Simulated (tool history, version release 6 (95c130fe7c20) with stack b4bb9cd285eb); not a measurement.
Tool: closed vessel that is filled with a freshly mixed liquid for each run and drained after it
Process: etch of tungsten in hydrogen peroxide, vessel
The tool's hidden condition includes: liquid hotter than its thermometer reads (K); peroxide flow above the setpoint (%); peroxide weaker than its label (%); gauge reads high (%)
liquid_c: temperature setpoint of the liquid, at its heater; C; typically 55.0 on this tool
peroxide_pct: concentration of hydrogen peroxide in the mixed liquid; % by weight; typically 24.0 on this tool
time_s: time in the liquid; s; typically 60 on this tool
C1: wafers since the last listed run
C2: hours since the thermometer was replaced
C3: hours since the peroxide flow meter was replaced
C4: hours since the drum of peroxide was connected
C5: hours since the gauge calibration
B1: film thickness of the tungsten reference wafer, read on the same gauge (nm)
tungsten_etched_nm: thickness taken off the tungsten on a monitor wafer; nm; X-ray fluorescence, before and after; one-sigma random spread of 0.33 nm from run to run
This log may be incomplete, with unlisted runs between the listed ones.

run 1 hour=0.0 | liquid_c=55.0 peroxide_pct=24.0 time_s=60 | C1=0 C2=1552.4 C3=1372.1 C4=251.2 C5=19.1 | B1=70.02 | tungsten_etched_nm=79.73
run 2 hour=50.8 | liquid_c=55.0 peroxide_pct=24.0 time_s=60 | C1=4933 C2=1603.2 C3=1422.9 C4=302.0 C5=69.9 | B1=70.02 | tungsten_etched_nm=78.58
run 3 hour=84.0 | liquid_c=55.0 peroxide_pct=24.0 time_s=60 | C1=3224 C2=1636.4 C3=1456.1 C4=335.2 C5=103.1 | B1=69.98 | tungsten_etched_nm=79.27
run 4 hour=147.7 | liquid_c=55.0 peroxide_pct=24.0 time_s=60 | C1=6186 C2=1700.1 C3=1519.8 C4=398.9 C5=166.8 | B1=69.98 | tungsten_etched_nm=78.47
run 5 hour=206.1 | liquid_c=55.0 peroxide_pct=24.0 time_s=60 | C1=5671 C2=1758.5 C3=1578.2 C4=457.3 C5=225.2 | B1=70.05 | tungsten_etched_nm=79.31
run 6 hour=269.5 | liquid_c=55.0 peroxide_pct=24.0 time_s=60 | C1=6157 C2=1821.9 C3=1641.6 C4=520.7 C5=288.6 | B1=69.99 | tungsten_etched_nm=78.82
run 7 hour=327.5 | liquid_c=55.0 peroxide_pct=24.0 time_s=60 | C1=5633 C2=1879.9 C3=1699.6 C4=578.7 C5=346.6 | B1=70.02 | tungsten_etched_nm=79.37
run 8 hour=378.0 | liquid_c=55.0 peroxide_pct=24.0 time_s=60 | C1=4904 C2=1930.4 C3=1750.1 C4=629.2 C5=397.1 | B1=70.02 | tungsten_etched_nm=79.32
-- hour=379.2 thermometer replaced
run 9 hour=446.1 | liquid_c=55.0 peroxide_pct=24.0 time_s=60 | C1=6516 C2=66.9 C3=1818.2 C4=697.3 C5=465.2 | B1=69.98 | tungsten_etched_nm=71.88
run 10 hour=485.0 | liquid_c=51.5 peroxide_pct=30.0 time_s=60 | C1=3778 C2=105.8 C3=1857.1 C4=736.2 C5=504.1 | B1=70.00 | tungsten_etched_nm=64.83
-- hour=503.0 new drum of peroxide connected
run 11 hour=537.0 | liquid_c=55.0 peroxide_pct=28.0 time_s=60 | C1=4953 C2=157.8 C3=1909.1 C4=34.0 C5=556.1 | B1=70.02 | tungsten_etched_nm=79.84
run 12 hour=584.2 | liquid_c=55.0 peroxide_pct=24.0 time_s=35 | C1=4584 C2=205.0 C3=1956.3 C4=81.2 C5=603.3 | B1=69.99 | tungsten_etched_nm=43.41
-- hour=654.2 peroxide flow meter replaced
-- hour=655.4 gauge calibrated
run 13 hour=675.6 | liquid_c=49.0 peroxide_pct=21.5 time_s=60 | C1=8779 C2=296.4 C3=21.4 C4=172.6 C5=20.2 | B1=69.98 | tungsten_etched_nm=49.42
run 14 hour=726.5 | liquid_c=55.0 peroxide_pct=24.0 time_s=60 | C1=4943 C2=347.3 C3=72.3 C4=223.5 C5=71.1 | B1=70.02 | tungsten_etched_nm=74.24
run 15 hour=770.6 | liquid_c=58.0 peroxide_pct=24.0 time_s=50 | C1=4283 C2=391.4 C3=116.4 C4=267.6 C5=115.2 | B1=70.00 | tungsten_etched_nm=74.41
run 16 hour=800.4 | liquid_c=59.5 peroxide_pct=18.5 time_s=60 | C1=2894 C2=421.2 C3=146.2 C4=297.4 C5=145.0 | B1=70.00 | tungsten_etched_nm=84.68
run 17 hour=840.4 | liquid_c=59.5 peroxide_pct=26.0 time_s=75 | C1=3884 C2=461.2 C3=186.2 C4=337.4 C5=185.0 | B1=69.99 | tungsten_etched_nm=124.90
run 18 hour=904.6 | liquid_c=55.0 peroxide_pct=24.0 time_s=60 | C1=6235 C2=525.4 C3=250.4 C4=401.6 C5=249.2 | B1=69.98 | tungsten_etched_nm=74.67

Some steps in tungsten_etched_nm, run to run, broken into two amounts with sign: the step expected even without the hidden condition (settings, incoming material, random variation), and the rest, left for the hidden condition together with whatever gauge scatter is not in both the measured and the hidden-condition-free result:
Run 8 -> 9: thermometer replaced. tungsten_etched_nm -7.44 nm: hidden state -7.66, all else +0.22.
Run 17 -> 18: liquid_c 59.5 -> 55.0, peroxide_pct 26.0 -> 24.0, time_s 75 -> 60. tungsten_etched_nm -50.23 nm: hidden state -0.78, all else -49.45.
